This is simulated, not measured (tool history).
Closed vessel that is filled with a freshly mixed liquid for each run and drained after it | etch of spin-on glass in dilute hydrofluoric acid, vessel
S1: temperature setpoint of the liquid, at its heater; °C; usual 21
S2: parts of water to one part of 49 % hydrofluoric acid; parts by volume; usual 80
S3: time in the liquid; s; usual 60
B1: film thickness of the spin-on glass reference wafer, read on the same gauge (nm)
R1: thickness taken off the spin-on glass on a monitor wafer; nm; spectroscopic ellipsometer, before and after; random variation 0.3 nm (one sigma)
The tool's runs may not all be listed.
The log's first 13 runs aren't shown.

| run | day | S1 | S2 | S3 | B1 | R1 |
|---|---|---|---|---|---|---|
| 14 | 54.062 | 21 | 80 | 60 | 109.99 | 27.82 |
| 15 | 57.983 | 21 | 100 | 95 | 110.01 | 33.97 |
| 16 | 59.546 | 17.5 | 40 | 60 | 110.01 | 50.28 |
| 17 | 63.746 | 25.5 | 45 | 60 | 109.99 | 60.9 |
| 18 | 66.146 | 21 | 80 | 60 | 109.99 | 27.23 |
| 19 | 68.258 | 21 | 80 | 60 | 109.99 | 27.24 |
|  | 70.004 | thermometer replaced |
| 20 | 71.133 | 21 | 70 | 60 | 110.02 | 31.59 |
| 21 | 73.779 | 21 | 100 | 40 | 109.97 | 13.95 |
| 22 | 78.092 | 21 | 80 | 60 | 109.99 | 26.7 |
| 23 | 82.254 | 18 | 80 | 80 | 109.96 | 31.33 |
| 24 | 84.304 | 18.5 | 95 | 60 | 110.03 | 20.1 |
| 25 | 87.846 | 25.5 | 100 | 35 | 110.01 | 14.2 |
| 26 | 89.842 | 18.5 | 95 | 75 | 110.02 | 24.35 |
| 27 | 92.146 | 18 | 50 | 70 | 110.01 | 45.01 |
| 28 | 96.021 | 24.5 | 80 | 90 | 110.03 | 44.66 |
|  | 96.421 | hydrofluoric acid flow meter replaced |
| 29 | 97.929 | 21 | 80 | 60 | 110 | 30.86 |
| 30 | 101.638 | 26 | 120 | 85 | 110.01 | 33.3 |
|  | 102.912 | thermometer replaced |
| 31 | 105.488 | 21 | 80 | 60 | 110 | 30.08 |
| 32 | 107.021 | 24 | 80 | 30 | 110 | 17.46 |
| 33 | 109.425 | 18 | 105 | 60 | 110.01 | 19.86 |

4 ways to go on from here, each from the tool as it stands after run 33. What would each give?
| A | 109.454 | 21 | 80 | 60 | ? | ? |
| B | 109.454 | 21 | 55 | 60 | ? | ? |
| C | 109.454 | 26 | 65 | 30 | ? | ? |
| D | 109.454 | 22.5 | 80 | 50 | ? | ? |

| run | B1 | R1 |
|---|---|---|
| A | 109.99 | 30.7 |
| B | 109.99 | 46.04 |
| C | 109.99 | 23.59 |
| D | 109.99 | 27.2 |
Without the tool's hidden state the same runs would have given:
| run | R1 |
|---|---|
| A | 31.63 |
| B | 47.41 |
| C | 24.31 |
| D | 28.03 |
